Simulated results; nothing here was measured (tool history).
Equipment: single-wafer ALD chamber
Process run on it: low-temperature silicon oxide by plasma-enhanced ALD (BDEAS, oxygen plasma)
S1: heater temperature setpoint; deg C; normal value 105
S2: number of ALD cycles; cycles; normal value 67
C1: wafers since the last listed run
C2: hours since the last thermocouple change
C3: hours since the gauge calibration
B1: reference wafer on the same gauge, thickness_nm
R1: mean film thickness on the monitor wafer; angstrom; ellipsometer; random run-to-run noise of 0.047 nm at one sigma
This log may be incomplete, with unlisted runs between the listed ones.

Run 1, hour 0.0: usual settings but S1 95 deg C; C1 0; C2 1544.4; C3 636.6; B1 9.809. Result: R1 97.31 angstrom.
Run 2, hour 35.0: usual settings but S1 95 deg C; C1 116; C2 1579.4; C3 671.6; B1 9.805. Result: R1 97.80 angstrom.
Run 3, hour 47.8: usual settings but S1 95 deg C; C1 42; C2 1592.2; C3 684.4; B1 9.806. Result: R1 98.37 angstrom.
Run 4, hour 95.6: usual settings; C1 159; C2 1640.0; C3 732.2; B1 9.794. Result: R1 93.86 angstrom.
Run 5, hour 126.1: usual settings; C1 101; C2 1670.5; C3 762.7; B1 9.821. Result: R1 94.16 angstrom.
Run 6, hour 150.0: usual settings but S1 110 deg C; C1 79; C2 1694.4; C3 786.6; B1 9.812. Result: R1 93.22 angstrom.
Run 7, hour 179.5: usual settings but S1 110 deg C; C1 98; C2 1723.9; C3 816.1; B1 9.806. Result: R1 93.77 angstrom.
Run 8, hour 209.9: usual settings; C1 101; C2 1754.3; C3 846.5; B1 9.800. Result: R1 94.66 angstrom.
Run 9, hour 229.0: usual settings but S1 98 deg C, S2 58 cycles; C1 63; C2 1773.4; C3 865.6; B1 9.801. Result: R1 82.97 angstrom.
Run 10, hour 254.6: usual settings but S1 98 deg C, S2 58 cycles; C1 85; C2 1799.0; C3 891.2; B1 9.814. Result: R1 82.85 angstrom.
Run 11, hour 282.9: usual settings but S1 98 deg C, S2 58 cycles; C1 94; C2 1827.3; C3 919.5; B1 9.811. Result: R1 83.27 angstrom.
Run 12, hour 307.4: usual settings; C1 81; C2 1851.8; C3 944.0; B1 9.801. Result: R1 93.91 angstrom.
At hour 317.4: gauge calibrated.
Run 13, hour 339.6: usual settings but S2 77 cycles; C1 107; C2 1884.0; C3 22.2; B1 9.790. Result: R1 108.00 angstrom.
Run 14, hour 367.2: usual settings; C1 91; C2 1911.6; C3 49.8; B1 9.810. Result: R1 93.80 angstrom.
Run 15, hour 395.7: usual settings; C1 94; C2 1940.1; C3 78.3; B1 9.807. Result: R1 93.68 angstrom.
Run 16, hour 416.5: usual settings; C1 69; C2 1960.9; C3 99.1; B1 9.840. Result: R1 94.17 angstrom.
Run 17, hour 435.2: usual settings but S2 61 cycles; C1 62; C2 1979.6; C3 117.8; B1 9.795. Result: R1 85.19 angstrom.
Run 18, hour 464.0: usual settings but S1 116 deg C; C1 95; C2 2008.4; C3 146.6; B1 9.823. Result: R1 92.68 angstrom.
Run 19, hour 496.5: usual settings but S1 97 deg C, S2 58 cycles; C1 108; C2 2040.9; C3 179.1; B1 9.810. Result: R1 83.86 angstrom.
Run 20, hour 512.6: usual settings but S1 98 deg C, S2 58 cycles; C1 53; C2 2057.0; C3 195.2; B1 9.825. Result: R1 82.46 angstrom.
At hour 527.4: thermocouple changed; heater temperature recalibrated.
Run 21, hour 527.9: usual settings but S1 99 deg C; C1 24; C2 0.5; C3 210.5; B1 9.803. Result: R1 95.94 angstrom.
Run 22, hour 541.6: usual settings but S1 98 deg C, S2 71 cycles; C1 45; C2 14.2; C3 224.2; B1 9.793. Result: R1 101.10 angstrom.
Run 23, hour 574.4: usual settings but S1 98 deg C, S2 75 cycles; C1 109; C2 47.0; C3 257.0; B1 9.797. Result: R1 107.22 angstrom.
Run 24, hour 590.7: usual settings but S1 96 deg C, S2 72 cycles; C1 54; C2 63.3; C3 273.3; B1 9.808. Result: R1 103.43 angstrom.
Run 25, hour 622.3: usual settings but S1 117 deg C, S2 73 cycles; C1 105; C2 94.9; C3 304.9; B1 9.819. Result: R1 99.93 angstrom.
Run 26, hour 648.6: usual settings but S2 62 cycles; C1 87; C2 121.2; C3 331.2; B1 9.797. Result: R1 86.57 angstrom.
Run 27, hour 666.7: usual settings but S2 61 cycles; C1 60; C2 139.3; C3 349.3; B1 9.799. Result: R1 84.94 angstrom.
Run 28, hour 699.0: usual settings; C1 107; C2 171.6; C3 381.6; B1 9.810. Result: R1 94.27 angstrom.
Run 29, hour 722.0: usual settings but S2 71 cycles; C1 76; C2 194.6; C3 404.6; B1 9.815. Result: R1 99.83 angstrom.
Run 30, hour 753.5: usual settings but S1 97 deg C, S2 57 cycles; C1 104; C2 226.1; C3 436.1; B1 9.802. Result: R1 81.80 angstrom.
Run 31, hour 787.7: usual settings; C1 113; C2 260.3; C3 470.3; B1 9.793. Result: R1 94.43 angstrom.
Run 32, hour 820.5: usual settings but S1 101 deg C; C1 109; C2 293.1; C3 503.1; B1 9.820. Result: R1 95.34 angstrom.
Run 33, hour 849.5: usual settings but S1 91 deg C; C1 96; C2 322.1; C3 532.1; B1 9.811. Result: R1 99.40 angstrom.
Run 34, hour 869.3: usual settings but S1 94 deg C; C1 65; C2 341.9; C3 551.9; B1 9.807. Result: R1 97.53 angstrom.
Run 35, hour 895.4: usual settings but S1 90 deg C, S2 73 cycles; C1 86; C2 368.0; C3 578.0; B1 9.807. Result: R1 108.32 angstrom.
Run 36, hour 927.1: usual settings but S1 115 deg C; C1 105; C2 399.7; C3 609.7; B1 9.801. Result: R1 92.73 angstrom.

Entry by entry between the runs, the difference in hidden state between the last listed run before and the first listed run after:
From run 12 to run 13: gauge calibrated (hour 317.4)
  nothing in the hidden state changes from one run to the other
From run 20 to run 21: thermocouple changed; heater temperature recalibrated (hour 527.4)
  nothing in the hidden state changes from one run to the other
